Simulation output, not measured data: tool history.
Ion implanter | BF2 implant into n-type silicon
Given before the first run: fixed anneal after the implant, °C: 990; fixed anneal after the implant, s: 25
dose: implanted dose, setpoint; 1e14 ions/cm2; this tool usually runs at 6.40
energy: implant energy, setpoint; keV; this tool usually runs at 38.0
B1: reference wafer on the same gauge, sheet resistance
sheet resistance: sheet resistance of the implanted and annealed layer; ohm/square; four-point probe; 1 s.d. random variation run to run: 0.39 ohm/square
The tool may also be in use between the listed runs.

Run 1, hour 0.0: usual settings; B1 219.96. Result: sheet resistance 182.70 ohm/square.
Run 2, hour 59.7: usual settings; B1 219.84. Result: sheet resistance 181.86 ohm/square.
Run 3, hour 108.7: usual settings but dose 7.15 1e14 ions/cm2, energy 33.5 keV; B1 220.13. Result: sheet resistance 175.82 ohm/square.
Run 4, hour 172.4: usual settings but dose 7.15 1e14 ions/cm2, energy 33.5 keV; B1 219.90. Result: sheet resistance 175.81 ohm/square.
Run 5, hour 199.4: usual settings but dose 7.15 1e14 ions/cm2, energy 33.5 keV; B1 219.94. Result: sheet resistance 176.03 ohm/square.
At hour 230.0: gauge calibrated.
Run 6, hour 250.5: usual settings but dose 5.72 1e14 ions/cm2; B1 219.96. Result: sheet resistance 197.92 ohm/square.
Run 7, hour 281.9: usual settings but dose 5.72 1e14 ions/cm2; B1 219.99. Result: sheet resistance 197.01 ohm/square.
Run 8, hour 337.9: usual settings but dose 5.72 1e14 ions/cm2; B1 220.01. Result: sheet resistance 197.04 ohm/square.
Run 9, hour 388.1: usual settings but dose 6.80 1e14 ions/cm2; B1 219.95. Result: sheet resistance 174.49 ohm/square.
At hour 457.2: Faraday cup replaced and dose calibrated.
Run 10, hour 595.0: usual settings; B1 219.86. Result: sheet resistance 183.17 ohm/square.
Run 11, hour 627.8: usual settings; B1 219.97. Result: sheet resistance 182.84 ohm/square.
Run 12, hour 651.9: usual settings; B1 219.91. Result: sheet resistance 183.69 ohm/square.
Run 13, hour 813.1: usual settings; B1 220.04. Result: sheet resistance 182.39 ohm/square.
Run 14, hour 851.6: usual settings but dose 5.91 1e14 ions/cm2, energy 34.0 keV; B1 219.75. Result: sheet resistance 198.06 ohm/square.
Run 15, hour 902.1: usual settings but dose 7.17 1e14 ions/cm2; B1 220.02. Result: sheet resistance 168.65 ohm/square.
Run 16, hour 959.0: usual settings but dose 7.17 1e14 ions/cm2; B1 219.92. Result: sheet resistance 169.45 ohm/square.
Run 17, hour 1004.1: usual settings; B1 219.95. Result: sheet resistance 182.35 ohm/square.
Run 18, hour 1055.0: usual settings; B1 220.04. Result: sheet resistance 181.76 ohm/square.
Run 19, hour 1091.2: usual settings but dose 5.81 1e14 ions/cm2, energy 31.5 keV; B1 220.07. Result: sheet resistance 203.99 ohm/square.
Run 20, hour 1248.6: usual settings but dose 5.75 1e14 ions/cm2; B1 220.18. Result: sheet resistance 196.83 ohm/square.
Run 21, hour 1283.5: usual settings but dose 4.84 1e14 ions/cm2, energy 44.0 keV; B1 220.17. Result: sheet resistance 222.11 ohm/square.
At hour 1376.2: gauge calibrated.
Run 22, hour 1377.9: usual settings but dose 7.84 1e14 ions/cm2, energy 45.0 keV; B1 219.89. Result: sheet resistance 152.38 ohm/square.
Run 23, hour 1408.1: usual settings but dose 8.11 1e14 ions/cm2, energy 30.5 keV; B1 219.80. Result: sheet resistance 170.36 ohm/square.
Run 24, hour 1454.3: usual settings; B1 220.06. Result: sheet resistance 181.43 ohm/square.
At hour 1520.5: extraction supply calibrated.
At hour 1527.7: Faraday cup replaced and dose calibrated.
Run 25, hour 1528.2: usual settings but dose 5.84 1e14 ions/cm2, energy 29.0 keV; B1 219.94. Result: sheet resistance 208.80 ohm/square.
Run 26, hour 1545.1: usual settings but dose 5.35 1e14 ions/cm2, energy 44.0 keV; B1 220.16. Result: sheet resistance 205.90 ohm/square.
Run 27, hour 1590.1: usual settings but dose 4.85 1e14 ions/cm2, energy 31.5 keV; B1 219.95. Result: sheet resistance 233.92 ohm/square.
Run 28, hour 1616.3: usual settings but dose 4.97 1e14 ions/cm2, energy 30.5 keV; B1 220.01. Result: sheet resistance 231.36 ohm/square.
Run 29, hour 1672.8: usual settings but dose 7.66 1e14 ions/cm2, energy 34.5 keV; B1 219.86. Result: sheet resistance 168.62 ohm/square.
Run 30, hour 1719.3: usual settings; B1 219.95. Result: sheet resistance 183.25 ohm/square.
Run 31, hour 1779.7: usual settings but dose 5.88 1e14 ions/cm2, energy 30.0 keV; B1 220.12. Result: sheet resistance 206.14 ohm/square.
Run 32, hour 1844.9: usual settings; B1 219.95. Result: sheet resistance 183.89 ohm/square.
Run 33, hour 1885.0: usual settings; B1 219.72. Result: sheet resistance 183.55 ohm/square.
Run 34, hour 1949.4: usual settings but dose 7.25 1e14 ions/cm2, energy 34.5 keV; B1 220.08. Result: sheet resistance 173.94 ohm/square.
Run 35, hour 2021.2: usual settings but dose 4.80 1e14 ions/cm2, energy 44.5 keV; B1 219.89. Result: sheet resistance 224.42 ohm/square.
Run 36, hour 2063.2: usual settings but dose 7.04 1e14 ions/cm2, energy 25.5 keV; B1 219.82. Result: sheet resistance 194.22 ohm/square.

What was the tool's hidden state at every run in the log?
deviation of the true energy from its setpoint, %: 0, the same for each run
gauge reads high (%): 0, the same for each run
H1: deviation of the true dose from the Faraday cup's reading, %
run       H1
  1    0.953
  2     1.03
  3      1.1
  4     1.19
  5     1.22
  6     1.29
  7     1.33
  8     1.41
  9     1.48
 10    0.645
 11    0.689
 12    0.722
 13     0.94
 14    0.992
 15     1.06
 16     1.14
 17      1.2
 18     1.27
 19     1.32
 20     1.53
 21     1.58
 22      1.7
 23     1.74
 24     1.81
 25   -0.245
 26   -0.222
 27   -0.161
 28   -0.126
 29  -0.0494
 30   0.0135
 31   0.0951
 32    0.183
 33    0.237
 34    0.324
 35    0.421
 36    0.478
